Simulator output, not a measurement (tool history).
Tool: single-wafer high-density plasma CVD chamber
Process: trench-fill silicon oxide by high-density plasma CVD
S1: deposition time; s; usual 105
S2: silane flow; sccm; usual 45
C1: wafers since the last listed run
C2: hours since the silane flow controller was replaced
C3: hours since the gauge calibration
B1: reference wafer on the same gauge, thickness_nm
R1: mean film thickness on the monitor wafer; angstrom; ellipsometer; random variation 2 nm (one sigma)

run 1 hour=0 | S1=105 S2=45 | C1=0 C2=3385.2 C3=203.3 | B1=499.737 | R1=5024.07
run 2 hour=50 | S1=105 S2=45 | C1=463 C2=3435.2 C3=253.3 | B1=500.489 | R1=5038.97
run 3 hour=95.6 | S1=105 S2=45 | C1=422 C2=3480.8 C3=298.9 | B1=501.08 | R1=4995.57
run 4 hour=121.8 | S1=105 S2=38 | C1=242 C2=3507 C3=325.1 | B1=500.672 | R1=4234.45
run 5 hour=189.6 | S1=105 S2=38 | C1=628 C2=3574.8 C3=392.9 | B1=499.702 | R1=4237.11
run 6 hour=232 | S1=105 S2=45 | C1=392 C2=3617.2 C3=435.3 | B1=500.337 | R1=5032.33
run 7 hour=280.9 | S1=105 S2=45 | C1=453 C2=3666.1 C3=484.2 | B1=501.781 | R1=5005.53
run 8 hour=330.8 | S1=105 S2=45 | C1=462 C2=3716 C3=534.1 | B1=500.384 | R1=5050.94
run 9 hour=396.3 | S1=116 S2=45 | C1=607 C2=3781.5 C3=599.6 | B1=501.295 | R1=5554.27
run 10 hour=446.8 | S1=116 S2=45 | C1=468 C2=3832 C3=650.1 | B1=501.84 | R1=5559.67
run 11 hour=503.7 | S1=99 S2=45 | C1=527 C2=3888.9 C3=707 | B1=500.625 | R1=4781.56
run 12 hour=536.1 | S1=114 S2=45 | C1=300 C2=3921.3 C3=739.4 | B1=501.067 | R1=5485.14
run 13 hour=571.1 | S1=114 S2=45 | C1=324 C2=3956.3 C3=774.4 | B1=500.616 | R1=5463.43
run 14 hour=600.4 | S1=92 S2=45 | C1=271 C2=3985.6 C3=803.7 | B1=501.155 | R1=4436.24
run 15 hour=645.3 | S1=92 S2=45 | C1=416 C2=4030.5 C3=848.6 | B1=500.45 | R1=4376.41
run 16 hour=700.1 | S1=91 S2=45 | C1=507 C2=4085.3 C3=903.4 | B1=501.236 | R1=4372.26
run 17 hour=770 | S1=91 S2=45 | C1=647 C2=4155.2 C3=973.3 | B1=501.26 | R1=4360.98
-- hour=788.4 silane flow controller replaced
run 18 hour=800.7 | S1=105 S2=45 | C1=210 C2=12.3 C3=1004 | B1=500.605 | R1=5130.77
run 19 hour=835.8 | S1=122 S2=45 | C1=325 C2=47.4 C3=1039.1 | B1=501.237 | R1=5947.89
run 20 hour=899.4 | S1=105 S2=45 | C1=589 C2=111 C3=1102.7 | B1=501.46 | R1=5134.28
run 21 hour=941.3 | S1=105 S2=45 | C1=388 C2=152.9 C3=1144.6 | B1=500.601 | R1=5163.24
run 22 hour=1004.5 | S1=105 S2=45 | C1=585 C2=216.1 C3=1207.8 | B1=501.072 | R1=5166.7
run 23 hour=1038.3 | S1=97 S2=42 | C1=313 C2=249.9 C3=1241.6 | B1=501.507 | R1=4443.58
run 24 hour=1110.1 | S1=86 S2=40 | C1=665 C2=321.7 C3=1313.4 | B1=500.746 | R1=3755.05
run 25 hour=1178.1 | S1=111 S2=48 | C1=630 C2=389.7 C3=1381.4 | B1=500.391 | R1=5859.34
run 26 hour=1217.1 | S1=105 S2=45 | C1=361 C2=428.7 C3=1420.4 | B1=501.94 | R1=5216.38
run 27 hour=1272.7 | S1=85 S2=45 | C1=515 C2=484.3 C3=1476 | B1=500.333 | R1=4206.71
-- hour=1285.9 silane flow controller replaced, repeated, since the last time left the tool worse
run 28 hour=1320.8 | S1=124 S2=45 | C1=371 C2=34.9 C3=1524.1 | B1=500.88 | R1=5770.3
run 29 hour=1373.6 | S1=124 S2=43 | C1=489 C2=87.7 C3=1576.9 | B1=501.194 | R1=5527.3
run 30 hour=1423.5 | S1=85 S2=49 | C1=462 C2=137.6 C3=1626.8 | B1=500.695 | R1=4286.32
-- hour=1452.3 gauge calibrated
run 31 hour=1487.7 | S1=105 S2=45 | C1=595 C2=201.8 C3=35.4 | B1=500.661 | R1=4882.21
run 32 hour=1512.4 | S1=105 S2=45 | C1=228 C2=226.5 C3=60.1 | B1=500.831 | R1=4886.59
run 33 hour=1584.1 | S1=105 S2=47 | C1=664 C2=298.2 C3=131.8 | B1=500.848 | R1=5145.31
run 34 hour=1650.2 | S1=105 S2=50 | C1=612 C2=364.3 C3=197.9 | B1=501.894 | R1=5467.93
run 35 hour=1707.8 | S1=121 S2=39 | C1=533 C2=421.9 C3=255.5 | B1=501.102 | R1=4882.23
run 36 hour=1773.8 | S1=91 S2=37 | C1=611 C2=487.9 C3=321.5 | B1=500.741 | R1=3503.05
run 37 hour=1813.3 | S1=99 S2=42 | C1=366 C2=527.4 C3=361 | B1=501.738 | R1=4361.66
run 38 hour=1848.1 | S1=105 S2=45 | C1=322 C2=562.2 C3=395.8 | B1=500.965 | R1=4921.37
run 39 hour=1990.2 | S1=105 S2=41 | C1=1317 C2=704.3 C3=537.9 | B1=501.539 | R1=4496.29
run 40 hour=2059 | S1=90 S2=42 | C1=637 C2=773.1 C3=606.7 | B1=500.718 | R1=3950
run 41 hour=2104 | S1=105 S2=47 | C1=417 C2=818.1 C3=651.7 | B1=500.062 | R1=5158.2
run 42 hour=2141.5 | S1=121 S2=45 | C1=347 C2=855.6 C3=689.2 | B1=502.003 | R1=5761.84
run 43 hour=2196.2 | S1=115 S2=39 | C1=506 C2=910.3 C3=743.9 | B1=500.729 | R1=4712.93
run 44 hour=2258.8 | S1=120 S2=48 | C1=580 C2=972.9 C3=806.5 | B1=500.713 | R1=6053.14
run 45 hour=2294.8 | S1=85 S2=39 | C1=333 C2=1008.9 C3=842.5 | B1=500.06 | R1=3484.66

Forecast each of these 4 alternatives for the next run:
run A hour=2295.2 | S1=105 S2=45 | C1=3 C2=1009.3 C3=842.9 | B1=? | R1=?
run B hour=2295.2 | S1=113 S2=45 | C1=3 C2=1009.3 C3=842.9 | B1=? | R1=?
run C hour=2295.2 | S1=90 S2=41 | C1=3 C2=1009.3 C3=842.9 | B1=? | R1=?
run D hour=2295.2 | S1=98 S2=50 | C1=3 C2=1009.3 C3=842.9 | B1=? | R1=?

run=A B1=501.19 R1=4979.42
run=B B1=501.19 R1=5358.8
run=C B1=501.19 R1=3888.69
run=D B1=501.19 R1=5163.84
Without the tool's hidden state the same runs would have given:
run=A R1=4827.78
run=B R1=5195.61
run=C R1=3770.27
run=D R1=5006.59
